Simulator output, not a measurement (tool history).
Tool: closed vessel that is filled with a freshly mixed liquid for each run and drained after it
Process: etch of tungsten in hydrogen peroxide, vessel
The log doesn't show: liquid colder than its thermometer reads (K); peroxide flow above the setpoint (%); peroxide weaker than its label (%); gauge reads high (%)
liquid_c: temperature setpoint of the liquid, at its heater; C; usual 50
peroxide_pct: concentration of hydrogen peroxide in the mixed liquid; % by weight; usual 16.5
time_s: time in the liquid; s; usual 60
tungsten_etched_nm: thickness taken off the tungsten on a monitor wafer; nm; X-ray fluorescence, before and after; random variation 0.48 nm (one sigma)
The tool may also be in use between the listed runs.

run   hour  liquid_c  peroxide_pct  time_s  wafers since the last listed run  hours since the thermometer was replaced  hours since the peroxide flow meter was replaced  hours since the drum of peroxide was connected  hours since the gauge calibration  read-back film thickness of the tungsten reference wafer, read on the same gauge (nm)  tungsten_etched_nm
  1      0        50          16.5      60                                 0                                    1199.7                                            1008.8                                           904.4                              434.4                                                                                 110.01               95.09
  2   19.8        50          16.5      60                              1722                                    1219.5                                            1028.6                                           924.2                              454.2                                                                                    110               95.82
  3   51.2        50          16.5      60                              2731                                    1250.9                                              1060                                           955.6                              485.6                                                                                 109.98               95.22
  4   71.4        50          16.5      60                              1757                                    1271.1                                            1080.2                                           975.8                              505.8                                                                                 109.99                94.9
  5  100.1        50          16.5      60                              2496                                    1299.8                                            1108.9                                          1004.5                              534.5                                                                                 109.99               94.66
  6  117.6        50          16.5      60                              1522                                    1317.3                                            1126.4                                            1022                                552                                                                                 110.01               94.04
  7  137.1        50          16.5      60                              1696                                    1336.8                                            1145.9                                          1041.5                              571.5                                                                                 109.98               94.35
  8    157        50          16.5      40                              1731                                    1356.7                                            1165.8                                          1061.4                              591.4                                                                                 110.02                63.6
  9    188        50          16.5      60                              2696                                    1387.7                                            1196.8                                          1092.4                              622.4                                                                                 109.97                93.5
 10  222.2        50          16.5      60                              2974                                    1421.9                                              1231                                          1126.6                              656.6                                                                                 110.03               92.98
     256.1  -- new drum of peroxide connected
     267.7  -- thermometer replaced
 11  289.4        50          16.5      60                              5671                                      21.7                                            1298.2                                            33.3                              723.8                                                                                 109.99              107.38
     390.2  -- gauge calibrated
 12  396.2        50          16.5      50                              9290                                     128.5                                              1405                                           140.1                                  6                                                                                    110                88.8
 13  454.7        50          16.5      60                              5088                                       187                                            1463.5                                           198.6                               64.5                                                                                 110.05              105.06
 14  469.2        50          13.5      90                              1261                                     201.5                                              1478                                           213.1                                 79                                                                                 109.99              142.93

Forecast run 15:
 15  494.6        53          16.5      60                              2209                                     226.9                                            1503.4                                           238.5                              104.4                                                                                      ?                   ?

Run 15 gave read-back film thickness of the tungsten reference wafer, read on the same gauge (nm) 109.97, tungsten_etched_nm 126.35 nm.
Without the tool's hidden state the same run would have given tungsten_etched_nm 129.5 nm.

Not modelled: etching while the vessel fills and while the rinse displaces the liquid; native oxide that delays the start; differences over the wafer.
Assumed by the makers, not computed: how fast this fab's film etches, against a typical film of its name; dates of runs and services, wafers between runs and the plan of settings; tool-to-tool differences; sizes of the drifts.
